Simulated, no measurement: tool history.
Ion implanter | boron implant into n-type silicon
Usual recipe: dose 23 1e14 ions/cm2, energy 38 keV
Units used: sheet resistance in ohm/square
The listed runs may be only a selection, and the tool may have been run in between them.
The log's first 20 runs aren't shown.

run,day,dose,energy,"read-back reference wafer on the same gauge, sheet resistance",sheet resistance
21,21.017,19.59,43.5,64.32,70.01
22,22.033,26.33,45,64.3,55.72
23,22.962,27.57,42,64.31,54.53
24,24.325,26.47,34.5,64.3,57.91
25,25.296,19.02,26.5,64.32,75.85
26,26.658,23,30,64.32,65.14
27,27.325,21.03,38,64.3,67.1
28,28.212,29.21,28,64.29,57.76
29,29.475,27.14,50,64.27,53.25
30,31.262,18.17,45.5,64.31,73.89
31,31.888,23,29.5,64.36,65.01
32,33.142,25.66,38,64.32,57.78
33,33.817,26,49.5,64.31,55.03

Forecast each of these 5 alternatives for the next run:
A,33.833,23,38,?,?
B,33.833,17.93,45,?,?
C,33.833,17.02,47.5,?,?
D,33.833,23,48,?,?
E,33.833,27.16,26,?,?

run,"read-back reference wafer on the same gauge, sheet resistance",sheet resistance
A,64.31,62.71
B,64.31,74.88
C,64.31,77.86
D,64.31,60.81
E,64.31,61.15
Take away the tool's hidden state, keep each run's random variation, and the runs would have read:
run,sheet resistance
A,63.91
B,76.52
C,79.59
D,62.05
E,61.96

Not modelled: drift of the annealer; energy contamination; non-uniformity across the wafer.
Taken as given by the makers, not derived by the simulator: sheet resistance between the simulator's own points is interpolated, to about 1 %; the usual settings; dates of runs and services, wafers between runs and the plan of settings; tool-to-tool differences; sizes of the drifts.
